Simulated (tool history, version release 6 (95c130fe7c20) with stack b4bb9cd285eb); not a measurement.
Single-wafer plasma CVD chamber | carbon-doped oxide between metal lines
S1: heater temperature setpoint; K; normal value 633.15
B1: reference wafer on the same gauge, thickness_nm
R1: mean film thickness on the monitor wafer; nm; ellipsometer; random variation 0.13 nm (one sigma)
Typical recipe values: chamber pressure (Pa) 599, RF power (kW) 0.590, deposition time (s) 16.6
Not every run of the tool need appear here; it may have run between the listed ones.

{"run": 1, "hour": 0.0, "S1": 633.15, "chamber pressure (Pa)": 599, "RF power (kW)": 0.625, "deposition time (s)": 16.6, "B1": 97.283, "R1": 84.962}
{"run": 2, "hour": 13.0, "S1": 633.15, "chamber pressure (Pa)": 599, "RF power (kW)": 0.625, "deposition time (s)": 16.6, "B1": 97.308, "R1": 84.777}
{"run": 3, "hour": 27.9, "S1": 633.15, "chamber pressure (Pa)": 599, "RF power (kW)": 0.59, "deposition time (s)": 16.6, "B1": 97.315, "R1": 81.124}
{"run": 4, "hour": 38.4, "S1": 633.15, "chamber pressure (Pa)": 599, "RF power (kW)": 0.59, "deposition time (s)": 16.6, "B1": 97.264, "R1": 81.147}
{"run": 5, "hour": 53.8, "S1": 623.15, "chamber pressure (Pa)": 599, "RF power (kW)": 0.59, "deposition time (s)": 14.7, "B1": 97.285, "R1": 74.438}
{"run": 6, "hour": 69.0, "S1": 623.15, "chamber pressure (Pa)": 599, "RF power (kW)": 0.59, "deposition time (s)": 14.7, "B1": 97.335, "R1": 74.544}
{"run": 7, "hour": 86.7, "S1": 633.15, "chamber pressure (Pa)": 599, "RF power (kW)": 0.59, "deposition time (s)": 16.6, "B1": 97.309, "R1": 81.336}
{"run": 8, "hour": 101.7, "S1": 633.15, "chamber pressure (Pa)": 701, "RF power (kW)": 0.59, "deposition time (s)": 15.9, "B1": 97.346, "R1": 79.367}
{"run": 9, "hour": 109.3, "S1": 633.15, "chamber pressure (Pa)": 599, "RF power (kW)": 0.59, "deposition time (s)": 16.6, "B1": 97.308, "R1": 81.357}
{"run": 10, "hour": 121.2, "S1": 633.15, "chamber pressure (Pa)": 599, "RF power (kW)": 0.59, "deposition time (s)": 16.6, "B1": 97.301, "R1": 81.269}
{"run": 11, "hour": 132.6, "S1": 644.15, "chamber pressure (Pa)": 473, "RF power (kW)": 0.59, "deposition time (s)": 16.6, "B1": 97.212, "R1": 77.218}
{"run": 12, "hour": 144.8, "S1": 633.15, "chamber pressure (Pa)": 456, "RF power (kW)": 0.53, "deposition time (s)": 16.6, "B1": 97.24, "R1": 72.909}
{"run": 13, "hour": 156.7, "S1": 627.15, "chamber pressure (Pa)": 599, "RF power (kW)": 0.53, "deposition time (s)": 14.7, "B1": 97.249, "R1": 67.759}
{"hour": 167.6, "done": "gauge calibrated"}
{"hour": 175.1, "done": "showerhead replaced"}
{"hour": 182.0, "done": "thermocouple changed; heater temperature recalibrated"}
{"run": 14, "hour": 182.5, "S1": 633.15, "chamber pressure (Pa)": 505, "RF power (kW)": 0.515, "deposition time (s)": 18.2, "B1": 97.328, "R1": 77.379}
{"run": 15, "hour": 182.8, "S1": 640.15, "chamber pressure (Pa)": 599, "RF power (kW)": 0.625, "deposition time (s)": 16.6, "B1": 97.236, "R1": 81.998}
{"run": 16, "hour": 194.3, "S1": 633.15, "chamber pressure (Pa)": 599, "RF power (kW)": 0.59, "deposition time (s)": 16.6, "B1": 97.293, "R1": 80.18}
{"hour": 210.4, "done": "RF generator calibrated"}
{"hour": 216.2, "done": "capacitance manometer re-zeroed and calibrated"}
{"run": 17, "hour": 216.7, "S1": 640.15, "chamber pressure (Pa)": 599, "RF power (kW)": 0.625, "deposition time (s)": 16.6, "B1": 97.295, "R1": 88.484}
{"run": 18, "hour": 251.0, "S1": 639.15, "chamber pressure (Pa)": 511, "RF power (kW)": 0.515, "deposition time (s)": 17.5, "B1": 97.243, "R1": 79.193}
{"run": 19, "hour": 264.2, "S1": 633.15, "chamber pressure (Pa)": 599, "RF power (kW)": 0.59, "deposition time (s)": 16.6, "B1": 97.293, "R1": 86.161}
{"run": 20, "hour": 277.1, "S1": 633.15, "chamber pressure (Pa)": 548, "RF power (kW)": 0.59, "deposition time (s)": 14.9, "B1": 97.297, "R1": 76.652}

Below are 5 alternative next runs, each starting from the tool's condition after run 20. Predict each:
{"run": "A", "hour": 277.5, "S1": 633.15, "chamber pressure (Pa)": 744, "RF power (kW)": 0.59, "deposition time (s)": 16.6, "B1": "?", "R1": "?"}
{"run": "B", "hour": 277.5, "S1": 633.15, "chamber pressure (Pa)": 599, "RF power (kW)": 0.515, "deposition time (s)": 16.6, "B1": "?", "R1": "?"}
{"run": "C", "hour": 277.5, "S1": 633.15, "chamber pressure (Pa)": 599, "RF power (kW)": 0.59, "deposition time (s)": 14.7, "B1": "?", "R1": "?"}
{"run": "D", "hour": 277.5, "S1": 633.15, "chamber pressure (Pa)": 693, "RF power (kW)": 0.59, "deposition time (s)": 16.6, "B1": "?", "R1": "?"}
{"run": "E", "hour": 277.5, "S1": 633.15, "chamber pressure (Pa)": 599, "RF power (kW)": 0.48, "deposition time (s)": 16.6, "B1": "?", "R1": "?"}

run=A B1=97.285 R1=88.017
run=B B1=97.285 R1=77.458
run=C B1=97.285 R1=76.235
run=D B1=97.285 R1=87.319
run=E B1=97.285 R1=73.155
Take away the tool's hidden state, keep each run's random variation, and the runs would have read:
run=A R1=88.704
run=B R1=78.098
run=C R1=76.830
run=D R1=88.001
run=E R1=73.817

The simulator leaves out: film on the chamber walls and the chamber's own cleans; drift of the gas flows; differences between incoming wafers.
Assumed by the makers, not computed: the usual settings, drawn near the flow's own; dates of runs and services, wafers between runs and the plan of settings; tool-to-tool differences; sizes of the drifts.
